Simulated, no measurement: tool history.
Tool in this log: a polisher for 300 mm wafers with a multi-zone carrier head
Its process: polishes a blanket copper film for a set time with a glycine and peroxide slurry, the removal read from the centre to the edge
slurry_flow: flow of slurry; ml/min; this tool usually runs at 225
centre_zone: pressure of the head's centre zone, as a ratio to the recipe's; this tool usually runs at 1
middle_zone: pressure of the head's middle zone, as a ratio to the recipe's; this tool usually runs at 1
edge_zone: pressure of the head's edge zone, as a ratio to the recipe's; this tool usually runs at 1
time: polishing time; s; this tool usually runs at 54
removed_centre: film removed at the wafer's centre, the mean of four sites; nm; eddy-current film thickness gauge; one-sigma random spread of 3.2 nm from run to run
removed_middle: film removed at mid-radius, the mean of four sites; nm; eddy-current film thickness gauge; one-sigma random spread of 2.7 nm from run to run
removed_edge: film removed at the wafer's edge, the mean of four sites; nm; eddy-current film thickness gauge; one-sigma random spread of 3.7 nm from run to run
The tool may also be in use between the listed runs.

run,hour,slurry_flow,centre_zone,middle_zone,edge_zone,time,wafers since the last listed run,wafers polished on this pad,hours since the slurry nozzle was cleaned,hours since the centre zone pressure was calibrated,hours since the edge zone pressure was calibrated,hours since the carrier head's membrane was replaced,"incoming thickness of the incoming film, nm",removed_centre,removed_middle,removed_edge
1,0,225,1,1,1,54,0,2289,255.2,405.2,88.7,625.7,2081.5,249.9,264.3,263.2
# hour 5.6: centre zone pressure recalibrated
2,55.2,255,1,0.91,1,54,390,2680,310.4,49.6,143.9,680.9,2101.9,259.1,245.2,260.9
3,92.4,270,1,1,1,54,273,2953,347.6,86.8,181.1,718.1,2074.2,266.8,269.9,269.4
# hour 115.8: worn pad replaced by a new one
4,139.9,225,1,1,0.88,54,319,177,395.1,134.3,228.6,765.6,2093.7,245.3,260,244
# hour 194.2: slurry nozzle cleaned, repeated, since the last time left the tool worse
5,194.9,225,1,1.05,1.08,54,396,573,0.7,189.3,283.6,820.6,2053,287,303.3,278.9
6,242.1,225,1,1,1,54,346,920,47.9,236.5,330.8,867.8,2083.3,286.9,288.9,276.3
7,297.6,225,1,1,1,54,407,1328,103.4,292,386.3,923.3,2072.6,288.2,286,279.5
8,348.9,225,1,1,1,54,376,1705,154.7,343.3,437.6,974.6,2093.4,279.6,285.9,279.1
# hour 354.8: edge zone pressure recalibrated
9,382,225,1,1,1,54,228,1934,187.8,376.4,27.2,1007.7,2047.2,284.7,285.6,276.8
# hour 414.4: carrier head's membrane replaced by a new one
# hour 430.4: centre zone pressure recalibrated
# hour 480.1: worn pad replaced by a new one
10,534.2,165,0.92,1,1,54,1037,397,340,103.8,179.4,119.8,2100.7,248.9,272.7,266.5
11,594.4,225,1,1,1,70,442,839,400.2,164,239.6,180,2096.7,372.8,376.7,358.8
12,656.8,225,1,1,1,54,458,1298,462.6,226.4,302,242.4,2119.7,282.4,283.5,279.7
13,708.8,225,1,1,1,54,382,1680,514.6,278.4,354,294.4,2109.5,279.1,287.2,280.9
14,736.2,225,1,1,1,54,201,1882,542,305.8,381.4,321.8,2109.6,282.5,280.2,275.9
15,773.6,290,1,0.92,1.03,64,274,2156,579.4,343.2,418.8,359.2,2060.1,341.2,326.9,336.6
16,815.5,225,1,1.11,0.9,54,307,2464,621.3,385.1,460.7,401.1,2104.8,279.8,308.5,263.3
# hour 824.6: edge zone pressure recalibrated
# hour 834.3: centre zone pressure recalibrated
17,857.3,290,1,0.9,1,54,277,2742,663.1,23,32.7,442.9,2079.1,285.9,263.7,277.5
18,888.2,225,1,1,1,54,227,2969,694,53.9,63.6,473.8,2083.7,281,282.6,272
# hour 934.6: slurry nozzle cleaned
19,935.1,300,1,1.05,1,54,337,3306,0.5,100.8,110.5,520.7,2093.3,295.7,308.8,283
# hour 958.1: worn pad replaced by a new one
20,971,225,1,1,1.08,54,234,95,36.4,136.7,146.4,556.6,2087,289.3,289.6,285.5
21,1014.5,225,1.07,1.06,0.9,54,319,414,79.9,180.2,189.9,600.1,2091.7,304.8,301.4,266.2

5 options for the next run, each taken on its own from the tool as it stands now. Forecast them:
A,1014.9,225,1,1,0.94,54,2,417,80.3,180.6,190.3,600.5,2069.7,?,?,?
B,1014.9,300,1,1,1,69,2,417,80.3,180.6,190.3,600.5,2069.7,?,?,?
C,1014.9,295,1,1,1,39,2,417,80.3,180.6,190.3,600.5,2069.7,?,?,?
D,1014.9,275,1,1,1.11,54,2,417,80.3,180.6,190.3,600.5,2069.7,?,?,?
E,1014.9,265,1,1,0.96,54,2,417,80.3,180.6,190.3,600.5,2069.7,?,?,?

run,removed_centre,removed_middle,removed_edge
A,284.9,295,276.1
B,377.3,389.2,369.3
C,212.8,219.6,208.5
D,292.4,301.9,298.3
E,291.1,300.8,282.2
Take away the tool's hidden state, keep each run's random variation, and the runs would have read:
run,removed_centre,removed_middle,removed_edge
A,285.4,295.5,276.5
B,377.8,389.7,369.7
C,213.1,219.9,208.7
D,292.8,302.3,298.6
E,291.5,301.2,282.5
